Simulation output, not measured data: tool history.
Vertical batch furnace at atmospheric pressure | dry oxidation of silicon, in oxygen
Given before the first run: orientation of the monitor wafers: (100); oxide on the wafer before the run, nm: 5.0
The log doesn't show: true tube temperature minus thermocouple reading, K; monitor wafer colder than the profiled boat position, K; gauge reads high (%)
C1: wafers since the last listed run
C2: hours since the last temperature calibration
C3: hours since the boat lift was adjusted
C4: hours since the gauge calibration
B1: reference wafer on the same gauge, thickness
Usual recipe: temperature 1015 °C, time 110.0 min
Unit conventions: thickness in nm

run 1 hour=0.0 | temperature=1025 time=110.0 | C1=0 C2=2780.4 C3=2920.4 C4=829.3 | B1=73.84 | thickness=98.72
run 2 hour=53.1 | temperature=1025 time=110.0 | C1=581 C2=2833.5 C3=2973.5 C4=882.4 | B1=73.76 | thickness=98.56
run 3 hour=109.0 | temperature=1025 time=110.0 | C1=612 C2=2889.4 C3=3029.4 C4=938.3 | B1=73.85 | thickness=98.38
run 4 hour=162.2 | temperature=1034 time=133.0 | C1=583 C2=2942.6 C3=3082.6 C4=991.5 | B1=73.78 | thickness=120.56
run 5 hour=212.8 | temperature=1034 time=133.0 | C1=554 C2=2993.2 C3=3133.2 C4=1042.1 | B1=73.76 | thickness=121.16
run 6 hour=266.2 | temperature=1015 time=110.0 | C1=585 C2=3046.6 C3=3186.6 C4=1095.5 | B1=73.85 | thickness=90.39
run 7 hour=305.5 | temperature=1015 time=110.0 | C1=430 C2=3085.9 C3=3225.9 C4=1134.8 | B1=73.89 | thickness=90.26
run 8 hour=374.9 | temperature=1015 time=110.0 | C1=760 C2=3155.3 C3=3295.3 C4=1204.2 | B1=73.71 | thickness=90.26
run 9 hour=433.6 | temperature=1015 time=110.0 | C1=643 C2=3214.0 C3=3354.0 C4=1262.9 | B1=73.83 | thickness=90.68
run 10 hour=473.1 | temperature=1015 time=110.0 | C1=432 C2=3253.5 C3=3393.5 C4=1302.4 | B1=73.78 | thickness=90.41
run 11 hour=502.6 | temperature=1015 time=110.0 | C1=323 C2=3283.0 C3=3423.0 C4=1331.9 | B1=73.73 | thickness=90.51
run 12 hour=567.7 | temperature=1015 time=131.0 | C1=713 C2=3348.1 C3=3488.1 C4=1397.0 | B1=73.80 | thickness=101.82
run 13 hour=628.1 | temperature=1005 time=110.0 | C1=661 C2=3408.5 C3=3548.5 C4=1457.4 | B1=73.85 | thickness=82.41
run 14 hour=692.3 | temperature=1005 time=110.0 | C1=703 C2=3472.7 C3=3612.7 C4=1521.6 | B1=73.77 | thickness=82.95
run 15 hour=743.5 | temperature=1015 time=110.0 | C1=561 C2=3523.9 C3=3663.9 C4=1572.8 | B1=73.83 | thickness=91.04
-- hour=749.4 gauge calibrated
run 16 hour=902.3 | temperature=1038 time=129.0 | C1=1740 C2=3682.7 C3=3822.7 C4=152.9 | B1=73.78 | thickness=122.97
run 17 hour=966.6 | temperature=997 time=110.0 | C1=704 C2=3747.0 C3=3887.0 C4=217.2 | B1=73.72 | thickness=77.18
-- hour=1021.7 thermocouples replaced and temperature profile calibrated
run 18 hour=1022.2 | temperature=1015 time=110.0 | C1=346 C2=0.5 C3=3942.6 C4=272.8 | B1=73.80 | thickness=87.91
run 19 hour=1040.8 | temperature=1037 time=110.0 | C1=203 C2=19.1 C3=3961.2 C4=291.4 | B1=73.78 | thickness=106.55
run 20 hour=1104.5 | temperature=1034 time=133.0 | C1=698 C2=82.8 C3=4024.9 C4=355.1 | B1=73.86 | thickness=117.47
-- hour=1148.9 boat lift adjusted
run 21 hour=1149.4 | temperature=1029 time=125.5 | C1=229 C2=127.7 C3=0.5 C4=400.0 | B1=73.86 | thickness=108.46
run 22 hour=1179.6 | temperature=1015 time=146.0 | C1=330 C2=157.9 C3=30.7 C4=430.2 | B1=73.79 | thickness=106.14
run 23 hour=1236.8 | temperature=995 time=56.5 | C1=626 C2=215.1 C3=87.9 C4=487.4 | B1=73.79 | thickness=46.81
run 24 hour=1362.5 | temperature=1024 time=160.5 | C1=1377 C2=340.8 C3=213.6 C4=613.1 | B1=73.80 | thickness=122.67
run 25 hour=1425.7 | temperature=1026 time=72.0 | C1=692 C2=404.0 C3=276.8 C4=676.3 | B1=73.81 | thickness=73.35
run 26 hour=1473.1 | temperature=1029 time=110.0 | C1=519 C2=451.4 C3=324.2 C4=723.7 | B1=73.83 | thickness=99.46
run 27 hour=1513.7 | temperature=1021 time=126.5 | C1=444 C2=492.0 C3=364.8 C4=764.3 | B1=73.84 | thickness=102.18
run 28 hour=1541.9 | temperature=1022 time=133.5 | C1=309 C2=520.2 C3=393.0 C4=792.5 | B1=73.70 | thickness=106.86
run 29 hour=1595.0 | temperature=1008 time=160.0 | C1=581 C2=573.3 C3=446.1 C4=845.6 | B1=73.82 | thickness=106.44

Here are 5 independent what-if runs from the current tool condition. What would each one return?
run A hour=1600.2 | temperature=1015 time=110.0 | C1=56 C2=578.5 C3=451.3 C4=850.8 | B1=? | thickness=?
run B hour=1600.2 | temperature=1029 time=132.5 | C1=56 C2=578.5 C3=451.3 C4=850.8 | B1=? | thickness=?
run C hour=1600.2 | temperature=1003 time=157.0 | C1=56 C2=578.5 C3=451.3 C4=850.8 | B1=? | thickness=?
run D hour=1600.2 | temperature=1022 time=137.0 | C1=56 C2=578.5 C3=451.3 C4=850.8 | B1=? | thickness=?
run E hour=1600.2 | temperature=1023 time=83.0 | C1=56 C2=578.5 C3=451.3 C4=850.8 | B1=? | thickness=?

run=A B1=73.80 thickness=88.47
run=B B1=73.80 thickness=113.24
run=C B1=73.80 thickness=100.83
run=D B1=73.80 thickness=109.05
run=E B1=73.80 thickness=78.86
Had the tool no hidden state, the same runs would have come out as:
run=A thickness=87.55
run=B thickness=112.15
run=C thickness=99.77
run=D thickness=107.96
run=E thickness=78.06
